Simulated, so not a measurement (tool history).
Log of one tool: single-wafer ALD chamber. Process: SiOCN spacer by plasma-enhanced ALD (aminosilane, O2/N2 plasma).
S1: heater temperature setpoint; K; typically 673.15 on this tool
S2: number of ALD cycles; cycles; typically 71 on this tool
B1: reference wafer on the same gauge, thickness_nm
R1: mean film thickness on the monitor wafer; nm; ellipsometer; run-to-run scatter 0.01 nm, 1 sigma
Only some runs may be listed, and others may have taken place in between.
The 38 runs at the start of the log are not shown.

run	hour	S1	S2	B1	R1
39	529.8	678.15	71	3.689	4.043
40	541.4	686.15	66	3.687	3.664
41	548.1	673.15	71	3.687	4.080
42	559.5	673.15	84	3.685	4.830
43	572.8	673.15	71	3.686	4.090
44	617.8	673.15	83	3.684	4.795
45	628.1	661.15	61	3.679	3.497
46	638.4	673.15	71	3.680	4.075

Each row is a separate what-if for the run after 46, all from the same tool condition, not one after another. Results?
A	638.9	665.15	71	?	?
B	638.9	685.15	75	?	?
C	638.9	667.15	77	?	?

run	B1	R1
A	3.682	4.081
B	3.682	4.174
C	3.682	4.426
Had the tool no hidden state, the same runs would have come out as:
run	R1
A	4.091
B	4.184
C	4.436
